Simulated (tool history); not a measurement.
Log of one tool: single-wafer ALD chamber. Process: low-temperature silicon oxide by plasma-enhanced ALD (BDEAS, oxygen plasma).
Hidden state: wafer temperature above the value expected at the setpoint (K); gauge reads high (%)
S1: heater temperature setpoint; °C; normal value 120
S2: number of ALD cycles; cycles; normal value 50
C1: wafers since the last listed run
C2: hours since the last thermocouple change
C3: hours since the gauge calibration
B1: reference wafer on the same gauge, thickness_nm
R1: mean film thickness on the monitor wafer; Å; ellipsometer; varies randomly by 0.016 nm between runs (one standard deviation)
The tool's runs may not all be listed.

Run 1, hour 0.0: usual settings but S1 124 °C, S2 57 cycles; C1 0; C2 994.2; C3 113.8; B1 5.506. Result: R1 74.58 Å.
Run 2, hour 17.4: usual settings but S1 124 °C, S2 57 cycles; C1 93; C2 1011.6; C3 131.2; B1 5.514. Result: R1 74.74 Å.
Run 3, hour 39.4: usual settings but S1 124 °C, S2 57 cycles; C1 117; C2 1033.6; C3 153.2; B1 5.509. Result: R1 74.63 Å.
Run 4, hour 58.4: usual settings but S1 127 °C; C1 101; C2 1052.6; C3 172.2; B1 5.505. Result: R1 65.28 Å.
Run 5, hour 90.4: usual settings but S1 127 °C; C1 171; C2 1084.6; C3 204.2; B1 5.512. Result: R1 65.38 Å.
Run 6, hour 126.4: usual settings but S1 127 °C; C1 192; C2 1120.6; C3 240.2; B1 5.509. Result: R1 64.91 Å.
Run 7, hour 145.0: usual settings but S2 44 cycles; C1 99; C2 1139.2; C3 258.8; B1 5.504. Result: R1 57.98 Å.
Run 8, hour 165.7: usual settings but S2 44 cycles; C1 110; C2 1159.9; C3 279.5; B1 5.511. Result: R1 57.93 Å.
Run 9, hour 200.1: usual settings but S2 58 cycles; C1 183; C2 1194.3; C3 313.9; B1 5.511. Result: R1 76.37 Å.
Run 10, hour 220.1: usual settings but S2 44 cycles; C1 106; C2 1214.3; C3 333.9; B1 5.507. Result: R1 58.05 Å.
At hour 224.1: gauge calibrated.
At hour 299.0: thermocouple changed; heater temperature recalibrated.
Run 11, hour 324.2: usual settings but S1 132 °C, S2 44 cycles; C1 513; C2 25.2; C3 100.1; B1 5.509. Result: R1 56.64 Å.
Run 12, hour 337.4: usual settings but S1 110 °C, S2 41 cycles; C1 70; C2 38.4; C3 113.3; B1 5.511. Result: R1 55.04 Å.
Run 13, hour 372.9: usual settings; C1 189; C2 73.9; C3 148.8; B1 5.509. Result: R1 65.77 Å.
Run 14, hour 405.3: usual settings but S1 115 °C, S2 56 cycles; C1 173; C2 106.3; C3 181.2; B1 5.507. Result: R1 74.38 Å.
Run 15, hour 418.5: usual settings but S2 45 cycles; C1 70; C2 119.5; C3 194.4; B1 5.506. Result: R1 59.15 Å.
Run 16, hour 440.3: usual settings but S1 126 °C, S2 54 cycles; C1 116; C2 141.3; C3 216.2; B1 5.510. Result: R1 70.38 Å.
Run 17, hour 454.8: usual settings but S1 115 °C, S2 59 cycles; C1 77; C2 155.8; C3 230.7; B1 5.508. Result: R1 78.38 Å.
Run 18, hour 481.5: usual settings; C1 142; C2 182.5; C3 257.4; B1 5.506. Result: R1 65.75 Å.

Run-by-run hidden state of the tool:
wafer temperature above the value expected at the setpoint (K): 0 in every run
gauge reads high (%): 0 in every run
